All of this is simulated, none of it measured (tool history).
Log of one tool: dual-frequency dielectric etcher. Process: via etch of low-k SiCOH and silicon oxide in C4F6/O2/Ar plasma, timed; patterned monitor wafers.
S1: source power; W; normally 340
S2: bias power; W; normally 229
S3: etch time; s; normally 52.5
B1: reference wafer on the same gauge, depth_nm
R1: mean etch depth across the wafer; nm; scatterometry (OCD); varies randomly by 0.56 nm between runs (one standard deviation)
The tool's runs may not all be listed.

run,day,S1,S2,S3,B1,R1
1,0,340,229,44.5,136,122.3
2,0.388,340,229,44.5,136.1,121.2
3,0.9,340,229,52.5,136.3,143.1
4,1.412,340,229,52.5,135.9,143.3
5,1.692,340,229,52.5,136,143.6
6,2.421,340,251,59.5,136.1,168
7,2.692,340,251,59.5,136,168.2
8,3.317,340,229,52.5,136,145.2
# day 4.738: wet clean of the chamber
9,4.758,340,229,52.5,135.8,138.7
10,4.775,340,229,52.5,136.1,139
# day 5.146: gauge calibrated
11,5.15,340,229,52.5,135.8,139.2
12,5.729,340,229,60.5,136.2,159.7
# day 6.829: source power generator calibrated
# day 7.096: upper electrode replaced
# day 7.208: bias power generator calibrated
13,7.229,340,229,60.5,136,159.7
14,7.242,340,229,60.5,136.1,159.8
15,7.404,340,229,52.5,136,139.5
16,7.746,340,229,52.5,136.1,138.8
17,8.421,390,200,60,136,162.9
18,9.038,340,229,64.5,136.2,171.3
19,9.612,390,229,59,136,167.7
20,10.288,270,229,52.5,135.9,124.4
21,11.033,380,229,52.5,136.1,146.6
22,11.604,370,184,47.5,135.7,122.9
23,12.058,340,229,52.5,135.8,141.5
24,12.508,340,229,66,135.9,176.6
25,13.158,320,211,36.5,135.7,92.1
26,13.55,390,229,52.5,136.2,151.8
27,13.854,370,282,42,136,127.4
28,14.308,340,229,52.5,135.8,141.1

Forecast each of these 3 alternatives for the next run:
A,14.325,340,229,52.5,?,?
B,14.325,370,229,41.5,?,?
C,14.325,370,229,65.5,?,?

run,B1,R1
A,135.9,141.2
B,135.9,116.4
C,135.9,183.7
Without the tool's unlogged condition, the same runs would have read:
run,R1
A,138.1
B,113.9
C,179.7
